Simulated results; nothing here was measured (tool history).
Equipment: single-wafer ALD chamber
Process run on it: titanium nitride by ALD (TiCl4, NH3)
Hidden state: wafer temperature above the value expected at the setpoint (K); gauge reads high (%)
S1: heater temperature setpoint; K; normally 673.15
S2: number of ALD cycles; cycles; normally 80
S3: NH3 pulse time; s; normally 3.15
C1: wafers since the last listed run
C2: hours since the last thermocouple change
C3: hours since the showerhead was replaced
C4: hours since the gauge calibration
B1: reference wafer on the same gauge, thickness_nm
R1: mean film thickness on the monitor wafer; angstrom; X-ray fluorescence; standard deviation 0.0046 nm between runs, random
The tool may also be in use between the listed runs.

run,hour,S1,S2,S3,C1,C2,C3,C4,B1,R1
1,0,673.15,80,3.15,0,717.4,2290.3,892.3,2.19,18.55
2,32,673.15,80,3.15,54,749.4,2322.3,924.3,2.191,18.59
3,84,673.15,80,3.15,87,801.4,2374.3,976.3,2.188,18.6
4,137.8,673.15,80,3.15,91,855.2,2428.1,1030.1,2.19,18.55
5,168.9,673.15,80,3.15,52,886.3,2459.2,1061.2,2.19,18.54
6,194.3,673.15,80,3.15,42,911.7,2484.6,1086.6,2.187,18.65
7,227.9,673.15,80,3.15,56,945.3,2518.2,1120.2,2.189,18.61
8,257,673.15,80,3.15,49,974.4,2547.3,1149.3,2.193,18.61
9,286.2,673.15,80,3.15,49,1003.6,2576.5,1178.5,2.191,18.54
10,321,673.15,88,3.15,58,1038.4,2611.3,1213.3,2.189,20.41
11,392.7,673.15,88,3.15,121,1110.1,2683,1285,2.192,20.45
12,454.9,673.15,80,3.54,105,1172.3,2745.2,1347.2,2.189,18.69
13,491.1,673.15,80,3.54,61,1208.5,2781.4,1383.4,2.189,18.72
14,555.8,673.15,80,3.54,109,1273.2,2846.1,1448.1,2.188,18.67
# hour 582.8: gauge calibrated
15,610.3,673.15,80,3.15,92,1327.7,2900.6,27.5,2.19,18.51
16,634.6,673.15,80,3.15,41,1352,2924.9,51.8,2.19,18.62
17,688.8,673.15,80,3.15,91,1406.2,2979.1,106,2.19,18.59
18,746.5,662.15,80,3.15,97,1463.9,3036.8,163.7,2.189,18.54
19,800.6,673.15,80,3.15,91,1518,3090.9,217.8,2.19,18.62
20,825.3,662.15,71,3.85,41,1542.7,3115.6,242.5,2.189,16.56
21,993.1,673.15,85,2.16,283,1710.5,3283.4,410.3,2.187,19.4
22,1017.8,664.15,66,2.16,41,1735.2,3308.1,435,2.19,14.96
23,1054.1,677.15,84,3.15,61,1771.5,3344.4,471.3,2.19,19.5
# hour 1079.2: thermocouple changed; heater temperature recalibrated
24,1087.8,660.15,91,2.17,43,8.6,3378.1,505,2.191,20.5
25,1145.5,673.15,80,3.15,97,66.3,3435.8,562.7,2.19,18.6
26,1189.5,673.15,80,3.15,74,110.3,3479.8,606.7,2.188,18.64
27,1215.4,673.15,80,3.15,43,136.2,3505.7,632.6,2.19,18.52
28,1268.3,673.15,80,3.57,89,189.1,3558.6,685.5,2.19,18.76
29,1308.4,673.15,90,3.15,67,229.2,3598.7,725.6,2.19,20.97
30,1510.4,673.15,80,3.15,341,431.2,3800.7,927.6,2.19,18.55
31,1570.6,673.15,73,2.09,101,491.4,3860.9,987.8,2.191,16.7
32,1635.7,679.15,80,4.28,110,556.5,3926,1052.9,2.191,18.82
# hour 1667: showerhead replaced
33,1693.5,673.15,80,3.15,84,614.3,26.5,1110.7,2.189,18.63
34,1741.8,678.15,94,2.27,81,662.6,74.8,1159,2.19,21.59
35,1951.4,669.15,80,3.15,354,872.2,284.4,1368.6,2.19,18.56
36,1980.3,683.15,95,4.32,48,901.1,313.3,1397.5,2.191,22.36
37,2034.6,673.15,80,3.5,91,955.4,367.6,1451.8,2.191,18.63
38,2092.2,673.15,80,3.15,97,1013,425.2,1509.4,2.19,18.62
39,2123.3,673.15,80,3.15,52,1044.1,456.3,1540.5,2.193,18.58
40,2179,667.15,72,2.65,94,1099.8,512,1596.2,2.187,16.57
41,2206.1,673.15,80,3.15,45,1126.9,539.1,1623.3,2.188,18.51

Predict each of these 3 candidate next runs independently; none follows another, all start after run 41:
A,2206.7,673.15,80,3.15,1,1127.5,539.7,1623.9,?,?
B,2206.7,686.15,70,2.82,1,1127.5,539.7,1623.9,?,?
C,2206.7,673.15,80,4.1,1,1127.5,539.7,1623.9,?,?

run,B1,R1
A,2.192,18.58
B,2.192,16.23
C,2.192,18.75
With the hidden condition removed and each run's random variation left untouched, the same runs would have given:
run,R1
A,18.58
B,16.23
C,18.75
